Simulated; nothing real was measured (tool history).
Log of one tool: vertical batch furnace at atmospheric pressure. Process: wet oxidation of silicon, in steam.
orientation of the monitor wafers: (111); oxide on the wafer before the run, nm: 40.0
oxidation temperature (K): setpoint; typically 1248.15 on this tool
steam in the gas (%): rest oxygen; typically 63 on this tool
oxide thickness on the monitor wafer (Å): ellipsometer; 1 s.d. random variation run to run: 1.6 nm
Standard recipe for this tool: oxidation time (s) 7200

run,hour,oxidation temperature (K),oxidation time (s),steam in the gas (%),"read-back reference wafer on the same gauge, thickness",oxide thickness on the monitor wafer (Å)
1,0.0,1248.15,7200,63,573.96,5258.0
2,65.8,1248.15,7200,63,574.00,5249.2
3,121.6,1248.15,7200,63,573.78,5275.0
4,168.1,1239.15,8850,63,574.23,5641.4
5,215.9,1239.15,8850,63,573.81,5649.1
6,248.2,1258.15,7200,68,573.81,5834.3
7,311.0,1258.15,7200,68,574.37,5807.6
8,356.7,1258.15,7200,68,573.94,5823.8
9,424.3,1257.15,7200,63,573.77,5532.0
10,453.6,1257.15,7200,63,574.03,5557.7
# hour 553.6: thermocouples replaced and temperature profile calibrated
11,594.0,1248.15,7200,63,573.79,5260.7
12,741.9,1248.15,9240,66,573.78,6261.5
13,769.2,1248.15,9240,66,573.94,6277.0
14,824.0,1248.15,7200,68,573.80,5511.6
15,890.6,1248.15,7200,63,574.30,5255.6
16,962.5,1267.15,4110,75,574.22,4615.4
# hour 989.1: steam generator serviced
17,1012.0,1236.15,9840,74,573.64,6886.1
18,1076.1,1230.15,9390,54,573.54,5289.6
# hour 1082.8: gauge calibrated
19,1111.4,1248.15,7200,63,574.08,5520.1
20,1159.9,1248.15,7200,72,574.02,5963.3
21,1184.9,1235.15,4650,63,573.78,3873.1
22,1214.2,1248.15,9360,57,573.90,6072.4
23,1238.8,1248.15,7200,58,574.08,5194.0
24,1264.9,1261.15,6210,68,573.98,5636.8
25,1423.5,1248.15,9240,66,574.29,6542.6
26,1580.4,1267.15,4020,63,573.88,4242.0

Here are 3 independent what-if runs from the current tool condition. What would each one return?
A,1587.0,1248.15,7200,67,?,?
B,1587.0,1248.15,8490,63,?,?
C,1587.0,1256.15,9330,54,?,?

run,"read-back reference wafer on the same gauge, thickness",oxide thickness on the monitor wafer (Å)
A,574.18,5633.5
B,574.18,5996.8
C,574.18,6045.1
With no hidden state in the tool, these same runs would have given:
run,oxide thickness on the monitor wafer (Å)
A,5770.8
B,6142.1
C,6190.1
